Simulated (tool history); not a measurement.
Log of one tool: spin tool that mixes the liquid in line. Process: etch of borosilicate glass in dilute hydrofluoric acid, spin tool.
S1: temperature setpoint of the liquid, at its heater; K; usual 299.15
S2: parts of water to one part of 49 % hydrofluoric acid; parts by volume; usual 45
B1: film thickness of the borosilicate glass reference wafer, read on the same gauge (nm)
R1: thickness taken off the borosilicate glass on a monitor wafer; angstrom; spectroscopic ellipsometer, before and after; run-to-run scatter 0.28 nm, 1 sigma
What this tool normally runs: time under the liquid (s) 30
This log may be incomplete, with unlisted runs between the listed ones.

run 1 day=0.000 | S1=299.15 S2=45 time_under_the_liquid_(s)=30 | B1=59.98 | R1=332.6
run 2 day=1.592 | S1=299.15 S2=45 time_under_the_liquid_(s)=30 | B1=59.99 | R1=330.4
run 3 day=3.958 | S1=299.15 S2=40 time_under_the_liquid_(s)=20 | B1=60.02 | R1=247.4
run 4 day=5.538 | S1=299.15 S2=40 time_under_the_liquid_(s)=20 | B1=60.01 | R1=240.7
run 5 day=7.788 | S1=299.15 S2=45 time_under_the_liquid_(s)=30 | B1=60.00 | R1=318.2
-- day=8.929 gauge calibrated
run 6 day=9.229 | S1=299.15 S2=45 time_under_the_liquid_(s)=30 | B1=59.99 | R1=320.8
-- day=9.796 hydrofluoric acid flow meter replaced
run 7 day=10.321 | S1=295.15 S2=35 time_under_the_liquid_(s)=30 | B1=60.00 | R1=386.8
run 8 day=11.604 | S1=299.15 S2=45 time_under_the_liquid_(s)=35 | B1=59.97 | R1=407.9
run 9 day=13.296 | S1=299.15 S2=65 time_under_the_liquid_(s)=30 | B1=59.99 | R1=236.1
run 10 day=15.617 | S1=299.15 S2=45 time_under_the_liquid_(s)=30 | B1=60.00 | R1=345.3
run 11 day=16.683 | S1=299.15 S2=55 time_under_the_liquid_(s)=45 | B1=60.01 | R1=415.6
-- day=18.283 thermometer replaced
run 12 day=18.533 | S1=302.65 S2=30 time_under_the_liquid_(s)=45 | B1=60.00 | R1=1000.4
run 13 day=20.704 | S1=299.15 S2=45 time_under_the_liquid_(s)=30 | B1=60.00 | R1=375.1
run 14 day=22.258 | S1=302.15 S2=50 time_under_the_liquid_(s)=45 | B1=60.02 | R1=565.3
run 15 day=24.379 | S1=299.15 S2=45 time_under_the_liquid_(s)=45 | B1=60.01 | R1=547.2
run 16 day=26.050 | S1=301.15 S2=65 time_under_the_liquid_(s)=15 | B1=60.01 | R1=132.5
run 17 day=28.008 | S1=296.65 S2=35 time_under_the_liquid_(s)=25 | B1=60.00 | R1=355.4

4 ways to go on from here, each from the tool as it stands after run 17. What would each give?
run A day=28.025 | S1=299.15 S2=45 time_under_the_liquid_(s)=30 | B1=? | R1=?
run B day=28.025 | S1=295.65 S2=55 time_under_the_liquid_(s)=20 | B1=? | R1=?
run C day=28.025 | S1=295.65 S2=60 time_under_the_liquid_(s)=15 | B1=? | R1=?
run D day=28.025 | S1=300.65 S2=30 time_under_the_liquid_(s)=45 | B1=? | R1=?

run=A B1=60.01 R1=362.6
run=B B1=60.01 R1=168.9
run=C B1=60.01 R1=115.4
run=D B1=60.01 R1=887.1
With no hidden state in the tool, these same runs would have given:
run=A R1=394.2
run=B R1=183.8
run=C R1=125.5
run=D R1=963.4
